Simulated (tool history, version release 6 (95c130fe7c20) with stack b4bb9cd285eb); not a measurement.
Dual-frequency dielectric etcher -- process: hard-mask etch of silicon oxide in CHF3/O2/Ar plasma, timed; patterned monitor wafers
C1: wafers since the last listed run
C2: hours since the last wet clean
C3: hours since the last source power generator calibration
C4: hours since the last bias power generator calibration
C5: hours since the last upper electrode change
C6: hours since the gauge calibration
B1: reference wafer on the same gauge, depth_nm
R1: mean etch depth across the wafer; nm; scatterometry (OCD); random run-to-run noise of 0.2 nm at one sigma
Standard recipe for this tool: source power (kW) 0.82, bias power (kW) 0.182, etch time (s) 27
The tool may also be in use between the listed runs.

run 1 hour=0 | source_power_(kW)=0.75 bias_power_(kW)=0.182 etch_time_(s)=27 | C1=0 C2=134.2 C3=3929.6 C4=2866 C5=5585.8 C6=289.8 | B1=55.2 | R1=55.3
run 2 hour=40.5 | source_power_(kW)=0.75 bias_power_(kW)=0.182 etch_time_(s)=27 | C1=350 C2=174.7 C3=3970.1 C4=2906.5 C5=5626.3 C6=330.3 | B1=55.2 | R1=55.7
run 3 hour=100.6 | source_power_(kW)=0.82 bias_power_(kW)=0.182 etch_time_(s)=27 | C1=519 C2=234.8 C3=4030.2 C4=2966.6 C5=5686.4 C6=390.4 | B1=55.2 | R1=58.8
run 4 hour=129.1 | source_power_(kW)=0.82 bias_power_(kW)=0.182 etch_time_(s)=27 | C1=246 C2=263.3 C3=4058.7 C4=2995.1 C5=5714.9 C6=418.9 | B1=55.2 | R1=59.3
run 5 hour=158.5 | source_power_(kW)=0.82 bias_power_(kW)=0.204 etch_time_(s)=27 | C1=254 C2=292.7 C3=4088.1 C4=3024.5 C5=5744.3 C6=448.3 | B1=55.2 | R1=61.1
run 6 hour=204.7 | source_power_(kW)=0.82 bias_power_(kW)=0.182 etch_time_(s)=27 | C1=399 C2=338.9 C3=4134.3 C4=3070.7 C5=5790.5 C6=494.5 | B1=55.2 | R1=59.3
run 7 hour=231.6 | source_power_(kW)=0.82 bias_power_(kW)=0.182 etch_time_(s)=27 | C1=232 C2=365.8 C3=4161.2 C4=3097.6 C5=5817.4 C6=521.4 | B1=55.1 | R1=59.3
-- hour=299.6 wet clean of the chamber
run 8 hour=300.1 | source_power_(kW)=0.82 bias_power_(kW)=0.182 etch_time_(s)=27 | C1=384 C2=0.5 C3=4229.7 C4=3166.1 C5=5885.9 C6=589.9 | B1=55.2 | R1=53.1
-- hour=313.3 source power generator calibrated
-- hour=331.8 gauge calibrated
run 9 hour=355.4 | source_power_(kW)=0.74 bias_power_(kW)=0.21 etch_time_(s)=27 | C1=443 C2=55.8 C3=42.1 C4=3221.4 C5=5941.2 C6=23.6 | B1=55.2 | R1=52.5
run 10 hour=383.6 | source_power_(kW)=0.74 bias_power_(kW)=0.21 etch_time_(s)=27 | C1=243 C2=84 C3=70.3 C4=3249.6 C5=5969.4 C6=51.8 | B1=55.2 | R1=52.8
-- hour=413 bias power generator calibrated
run 11 hour=440.1 | source_power_(kW)=0.74 bias_power_(kW)=0.21 etch_time_(s)=27 | C1=453 C2=140.5 C3=126.8 C4=27.1 C5=6025.9 C6=108.3 | B1=55.2 | R1=52.8
-- hour=474.8 wet clean of the chamber, repeated, since the last time left the tool worse
run 12 hour=501.7 | source_power_(kW)=0.82 bias_power_(kW)=0.182 etch_time_(s)=20 | C1=325 C2=26.9 C3=188.4 C4=88.7 C5=6087.5 C6=169.9 | B1=55.3 | R1=42.9
-- hour=575.1 upper electrode replaced
run 13 hour=575.6 | source_power_(kW)=0.82 bias_power_(kW)=0.182 etch_time_(s)=27 | C1=431 C2=100.8 C3=262.3 C4=162.6 C5=0.5 C6=243.8 | B1=55.2 | R1=58
run 14 hour=621.9 | source_power_(kW)=0.82 bias_power_(kW)=0.182 etch_time_(s)=27 | C1=400 C2=147.1 C3=308.6 C4=208.9 C5=46.8 C6=290.1 | B1=55.3 | R1=58.2
run 15 hour=662.1 | source_power_(kW)=0.82 bias_power_(kW)=0.16 etch_time_(s)=22.5 | C1=347 C2=187.3 C3=348.8 C4=249.1 C5=87 C6=330.3 | B1=55.2 | R1=47.2
run 16 hour=693.7 | source_power_(kW)=0.82 bias_power_(kW)=0.182 etch_time_(s)=23 | C1=273 C2=218.9 C3=380.4 C4=280.7 C5=118.6 C6=361.9 | B1=55.2 | R1=49.7
run 17 hour=764.1 | source_power_(kW)=0.72 bias_power_(kW)=0.224 etch_time_(s)=27 | C1=608 C2=289.3 C3=450.8 C4=351.1 C5=189 C6=432.3 | B1=55.2 | R1=57.7
-- hour=802.9 gauge calibrated
run 18 hour=808.1 | source_power_(kW)=0.82 bias_power_(kW)=0.147 etch_time_(s)=27 | C1=380 C2=333.3 C3=494.8 C4=395.1 C5=233 C6=5.2 | B1=55.2 | R1=55.5
-- hour=847.7 wet clean of the chamber
run 19 hour=852.8 | source_power_(kW)=0.82 bias_power_(kW)=0.182 etch_time_(s)=30.5 | C1=178 C2=5.1 C3=539.5 C4=439.8 C5=277.7 C6=49.9 | B1=55.2 | R1=65.1
run 20 hour=916.8 | source_power_(kW)=0.96 bias_power_(kW)=0.228 etch_time_(s)=33.5 | C1=553 C2=69.1 C3=603.5 C4=503.8 C5=341.7 C6=113.9 | B1=55.2 | R1=84.5
run 21 hour=959.6 | source_power_(kW)=0.82 bias_power_(kW)=0.182 etch_time_(s)=27 | C1=370 C2=111.9 C3=646.3 C4=546.6 C5=384.5 C6=156.7 | B1=55.2 | R1=58
run 22 hour=1018.3 | source_power_(kW)=0.93 bias_power_(kW)=0.212 etch_time_(s)=33.5 | C1=507 C2=170.6 C3=705 C4=605.3 C5=443.2 C6=215.4 | B1=55.2 | R1=81

3 ways to go on from here, each from the tool as it stands after run 22. What would each give?
run A hour=1018.7 | source_power_(kW)=0.82 bias_power_(kW)=0.182 etch_time_(s)=24 | C1=3 C2=171 C3=705.4 C4=605.7 C5=443.6 C6=215.8 | B1=? | R1=?
run B hour=1018.7 | source_power_(kW)=0.74 bias_power_(kW)=0.182 etch_time_(s)=27 | C1=3 C2=171 C3=705.4 C4=605.7 C5=443.6 C6=215.8 | B1=? | R1=?
run C hour=1018.7 | source_power_(kW)=0.82 bias_power_(kW)=0.227 etch_time_(s)=27 | C1=3 C2=171 C3=705.4 C4=605.7 C5=443.6 C6=215.8 | B1=? | R1=?

run=A B1=55.2 R1=52
run=B B1=55.2 R1=54.8
run=C B1=55.2 R1=62.6
Without the tool's hidden state the same runs would have given:
run=A R1=51.1
run=B R1=53.9
run=C R1=61.6
